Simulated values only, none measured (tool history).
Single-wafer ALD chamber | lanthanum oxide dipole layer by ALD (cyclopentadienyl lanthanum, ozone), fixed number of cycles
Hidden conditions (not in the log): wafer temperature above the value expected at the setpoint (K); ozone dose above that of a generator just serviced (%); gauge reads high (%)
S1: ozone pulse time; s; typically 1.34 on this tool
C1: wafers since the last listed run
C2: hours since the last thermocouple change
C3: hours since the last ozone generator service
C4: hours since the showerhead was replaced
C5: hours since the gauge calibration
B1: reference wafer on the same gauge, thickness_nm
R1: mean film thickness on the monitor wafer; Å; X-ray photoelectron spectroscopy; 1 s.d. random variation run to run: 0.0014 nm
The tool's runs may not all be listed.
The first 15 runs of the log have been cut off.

run,hour,S1,C1,C2,C3,C4,C5,B1,R1
# hour 417.1: ozone generator serviced
16,433.3,1.34,227,340.5,16.2,106.0,411.1,0.555,5.12
17,460.6,1.14,264,367.8,43.5,133.3,438.4,0.555,4.87
18,483.8,1.05,224,391.0,66.7,156.5,461.6,0.555,4.69
19,507.6,1.34,230,414.8,90.5,180.3,485.4,0.555,5.10
20,534.1,1.85,256,441.3,117.0,206.8,511.9,0.555,5.42
21,557.6,1.49,227,464.8,140.5,230.3,535.4,0.555,5.23
22,584.2,1.63,257,491.4,167.1,256.9,562.0,0.555,5.31
23,620.1,1.11,347,527.3,203.0,292.8,597.9,0.555,4.74
24,647.3,0.83,263,554.5,230.2,320.0,625.1,0.555,3.96
25,670.1,1.66,220,577.3,253.0,342.8,647.9,0.555,5.29
26,686.9,1.00,162,594.1,269.8,359.6,664.7,0.555,4.47
27,699.3,1.34,119,606.5,282.2,372.0,677.1,0.555,5.05
28,711.8,1.50,120,619.0,294.7,384.5,689.6,0.555,5.17
29,740.7,0.97,279,647.9,323.6,413.4,718.5,0.555,4.37
30,766.8,1.82,252,674.0,349.7,439.5,744.6,0.555,5.37
31,802.6,1.34,346,709.8,385.5,475.3,780.4,0.555,5.03
32,816.5,1.87,134,723.7,399.4,489.2,794.3,0.555,5.38
33,834.0,1.65,169,741.2,416.9,506.7,811.8,0.555,5.27

5 options for the next run, each taken on its own from the tool as it stands now. Forecast them:
A,834.4,1.34,3,741.6,417.3,507.1,812.2,?,?
B,834.4,1.54,3,741.6,417.3,507.1,812.2,?,?
C,834.4,1.48,3,741.6,417.3,507.1,812.2,?,?
D,834.4,1.10,3,741.6,417.3,507.1,812.2,?,?
E,834.4,1.78,3,741.6,417.3,507.1,812.2,?,?

run,B1,R1
A,0.555,5.05
B,0.555,5.23
C,0.555,5.19
D,0.555,4.67
E,0.555,5.37
Without the tool's unlogged condition, the same runs would have read:
run,R1
A,5.16
B,5.32
C,5.28
D,4.83
E,5.42
